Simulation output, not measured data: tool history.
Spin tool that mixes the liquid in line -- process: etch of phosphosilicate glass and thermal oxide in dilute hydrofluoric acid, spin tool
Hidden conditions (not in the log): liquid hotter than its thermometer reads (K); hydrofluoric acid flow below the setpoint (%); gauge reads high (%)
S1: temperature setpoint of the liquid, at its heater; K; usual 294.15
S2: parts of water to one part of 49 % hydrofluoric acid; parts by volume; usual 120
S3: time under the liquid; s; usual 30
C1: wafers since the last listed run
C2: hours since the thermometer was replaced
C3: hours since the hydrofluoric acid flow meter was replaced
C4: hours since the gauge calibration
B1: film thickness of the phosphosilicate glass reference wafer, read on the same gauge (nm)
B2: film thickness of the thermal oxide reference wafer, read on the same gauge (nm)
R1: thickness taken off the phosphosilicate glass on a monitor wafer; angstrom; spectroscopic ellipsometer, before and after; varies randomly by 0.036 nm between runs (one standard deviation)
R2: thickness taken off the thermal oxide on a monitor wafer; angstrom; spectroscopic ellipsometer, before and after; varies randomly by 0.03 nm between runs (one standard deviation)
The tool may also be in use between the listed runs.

run   hour      S1   S2  S3   C1      C2      C3     C4      B1       B2     R1     R2
  1      0  297.15  120  30    0  2654.7  2156.8     82  119.98  119.997    200  11.71
  2   11.7  294.15  120  40  232  2666.4  2168.5   93.7     120  120.018  238.4  13.33
  3   25.7  294.15  120  40  278  2680.4  2182.5  107.7  120.01  119.989  237.6  14.04
  4   43.6  294.15  120  30  355  2698.3  2200.4  125.6  120.01  120.006    178   9.91
  5   60.9  294.15  120  30  343  2715.6  2217.7  142.9     120      120  177.7  10.17
  6   72.5  294.15  120  30  230  2727.2  2229.3  154.5  120.01  120.019    178   9.54
  7   87.8  294.15  120  30  303  2742.5  2244.6  169.8  119.99  119.996    178   9.54
      93.2  -- hydrofluoric acid flow meter replaced
  8  103.4  294.15  120  30  289  2758.1    10.2  185.4  120.02  119.972  199.3  11.43
  9  120.9  294.15  120  30  347  2775.6    27.7  202.9  119.97  120.016  198.2  10.76
 10  131.1  294.15  120  30  202  2785.8    37.9  213.1  119.99  120.006  198.8  11.06
 11  137.2  294.15  120  30  121  2791.9      44  219.2  120.02  119.994  197.9  11.55
     139.4  -- thermometer replaced
 12  144.8  294.15   80  30  131     5.4    51.6  226.8     120  119.976  282.2  16.77
 13  155.3  295.65  120  15  208    15.9    62.1  237.3  120.02  119.987   95.6   5.77
 14  167.8  297.15  120  30  248    28.4    74.6  249.8  119.98  119.996  202.6   11.7
     175.1  -- gauge calibrated
 15  181.7  294.15  120  30  276    42.3    88.5    6.6  120.01  119.998  179.6  10.53
 16    195  294.15  120  30  264    55.6   101.8   19.9  120.01  120.006  180.2  10.67
 17  209.5  294.15  145  30  287    70.1   116.3   34.4  120.01  119.989  145.5   8.08
 18    216  294.15  150  50  129    76.6   122.8   40.9  119.99  119.993    232  13.19
 19  225.6  294.15   85  40  190    86.2   132.4   50.5  119.98  120.004  353.9  19.72
 20  235.4  294.15  155  30  194      96   142.2   60.3     120  120.002  133.9   7.94
 21  246.6  298.65  120  30  222   107.2   153.4   71.5  120.01  119.988  215.2  13.09
 22  255.2  291.65   80  40  170   115.8     162   80.1     120  119.991  339.5  19.14
 23  272.1  294.15  120  30  335   132.7   178.9     97  119.98      120  180.4  10.17

4 ways to go on from here, each from the tool as it stands after run 23. What would each give?
  A  272.5  294.15  120  30   7  133.1  179.3  97.4   ?   ?   ?   ?
  B  272.5  294.15  140  40   7  133.1  179.3  97.4   ?   ?   ?   ?
  C  272.5  292.65  120  30   7  133.1  179.3  97.4   ?   ?   ?   ?
  D  272.5  297.15   85  50   7  133.1  179.3  97.4   ?   ?   ?   ?

run      B1       B2     R1     R2
  A  120.02  119.999  179.6  11.03
  B  120.02  119.999  200.8  12.32
  C  120.02  119.999  169.1  10.38
  D  120.02  119.999    497  30.51
Take away the tool's hidden state, keep each run's random variation, and the runs would have read:
run     R1     R2
  A  181.4  11.13
  B  202.8  12.45
  C  170.7  10.48
  D  501.7   30.8

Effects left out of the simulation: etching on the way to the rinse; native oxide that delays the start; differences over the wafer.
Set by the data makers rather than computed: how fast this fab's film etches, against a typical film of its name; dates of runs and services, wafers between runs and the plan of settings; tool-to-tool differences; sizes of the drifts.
